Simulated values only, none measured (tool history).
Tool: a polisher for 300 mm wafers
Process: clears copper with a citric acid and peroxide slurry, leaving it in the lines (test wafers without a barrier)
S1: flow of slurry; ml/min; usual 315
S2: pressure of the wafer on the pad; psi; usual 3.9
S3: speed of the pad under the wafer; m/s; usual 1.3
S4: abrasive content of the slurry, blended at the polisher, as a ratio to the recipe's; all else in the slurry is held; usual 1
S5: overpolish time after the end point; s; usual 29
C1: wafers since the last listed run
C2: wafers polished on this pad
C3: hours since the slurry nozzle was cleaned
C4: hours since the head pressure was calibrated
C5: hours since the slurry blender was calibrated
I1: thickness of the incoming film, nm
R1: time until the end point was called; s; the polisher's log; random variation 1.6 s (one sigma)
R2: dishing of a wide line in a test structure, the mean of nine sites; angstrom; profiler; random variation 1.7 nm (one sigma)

run 1 day=0 | S1=315 S2=3.9 S3=1.5 S4=1 S5=29 | C1=0 C2=593 C3=374.8 C4=906 C5=174.8 | I1=491.8 | R1=105.7 R2=740
-- day=0.183 slurry blender recalibrated
run 2 day=0.425 | S1=315 S2=3.9 S3=1.2 S4=1 S5=29 | C1=54 C2=648 C3=385 C4=916.2 C5=5.8 | I1=489.2 | R1=132.2 R2=641
-- day=0.888 worn pad replaced by a new one
run 3 day=1.004 | S1=315 S2=3.9 S3=1.2 S4=1 S5=29 | C1=66 C2=18 C3=398.9 C4=930.1 C5=19.7 | I1=497.2 | R1=132.6 R2=616
run 4 day=1.442 | S1=315 S2=3.9 S3=1.3 S4=1 S5=29 | C1=70 C2=88 C3=409.4 C4=940.6 C5=30.2 | I1=499.2 | R1=125 R2=681
run 5 day=2.075 | S1=315 S2=3.9 S3=1.3 S4=1 S5=29 | C1=101 C2=190 C3=424.6 C4=955.8 C5=45.4 | I1=502.4 | R1=129.2 R2=689
run 6 day=2.35 | S1=315 S2=3.9 S3=1.3 S4=1 S5=29 | C1=44 C2=234 C3=431.2 C4=962.4 C5=52 | I1=503.2 | R1=129 R2=658
run 7 day=2.975 | S1=315 S2=3.9 S3=1.3 S4=1 S5=29 | C1=100 C2=334 C3=446.2 C4=977.4 C5=67 | I1=486.1 | R1=125.6 R2=682
run 8 day=3.571 | S1=315 S2=3.9 S3=1.3 S4=1 S5=29 | C1=95 C2=429 C3=460.5 C4=991.7 C5=81.3 | I1=494.6 | R1=125.5 R2=624
-- day=4.008 slurry nozzle cleaned
run 9 day=4.058 | S1=315 S2=3.2 S3=1.3 S4=1 S5=29 | C1=71 C2=500 C3=1.2 C4=1003.4 C5=93 | I1=496.1 | R1=161.1 R2=549
run 10 day=4.725 | S1=315 S2=3.2 S3=1.3 S4=1 S5=29 | C1=106 C2=607 C3=17.2 C4=1019.4 C5=109 | I1=490.3 | R1=166 R2=547
-- day=5.079 worn pad replaced by a new one
run 11 day=5.192 | S1=385 S2=3.9 S3=1.5 S4=0.9 S5=42 | C1=48 C2=18 C3=28.4 C4=1030.6 C5=120.2 | I1=488.6 | R1=112.8 R2=900
run 12 day=5.838 | S1=315 S2=3.9 S3=1.3 S4=1 S5=29 | C1=103 C2=121 C3=43.9 C4=1046.1 C5=135.7 | I1=497.6 | R1=133.1 R2=654
run 13 day=6.158 | S1=285 S2=3.9 S3=1.3 S4=1 S5=29 | C1=51 C2=172 C3=51.6 C4=1053.8 C5=143.4 | I1=491.5 | R1=135 R2=619
-- day=6.346 slurry blender recalibrated
run 14 day=6.692 | S1=210 S2=4.6 S3=1.3 S4=0.75 S5=40 | C1=72 C2=244 C3=64.4 C4=1066.6 C5=8.3 | I1=485.8 | R1=141.8 R2=748
run 15 day=7.104 | S1=315 S2=3.9 S3=0.98 S4=1 S5=29 | C1=66 C2=310 C3=74.3 C4=1076.5 C5=18.2 | I1=498.3 | R1=184.6 R2=494
-- day=7.792 head pressure recalibrated
run 16 day=7.842 | S1=380 S2=3.9 S3=1.08 S4=0.8 S5=29 | C1=104 C2=415 C3=92 C4=1.2 C5=35.9 | I1=494.7 | R1=169.9 R2=533
-- day=8.267 slurry nozzle cleaned, repeated, since the last time left the tool worse
run 17 day=8.288 | S1=315 S2=3.9 S3=1.3 S4=1 S5=29 | C1=64 C2=480 C3=0.5 C4=11.9 C5=46.6 | I1=497.7 | R1=122.9 R2=682
run 18 day=8.842 | S1=315 S2=3.9 S3=1.3 S4=1 S5=29 | C1=88 C2=568 C3=13.8 C4=25.2 C5=59.9 | I1=491.5 | R1=120.9 R2=671
-- day=9.742 worn pad replaced by a new one
run 19 day=9.762 | S1=315 S2=3.9 S3=1.5 S4=1 S5=29 | C1=120 C2=3 C3=35.9 C4=47.3 C5=82 | I1=485.6 | R1=105.1 R2=707

Run 20 comes next. What will it give?
run 20 day=10.267 | S1=275 S2=4.7 S3=1.3 S4=1 S5=29 | C1=80 C2=84 C3=48 C4=59.4 C5=94.1 | I1=503.3 | R1=? R2=?

{"run 20": {"R1": 103.8, "R2": 771}}
Without the tool's hidden state the same run would have given R1 103.7 s, R2 771 angstrom.

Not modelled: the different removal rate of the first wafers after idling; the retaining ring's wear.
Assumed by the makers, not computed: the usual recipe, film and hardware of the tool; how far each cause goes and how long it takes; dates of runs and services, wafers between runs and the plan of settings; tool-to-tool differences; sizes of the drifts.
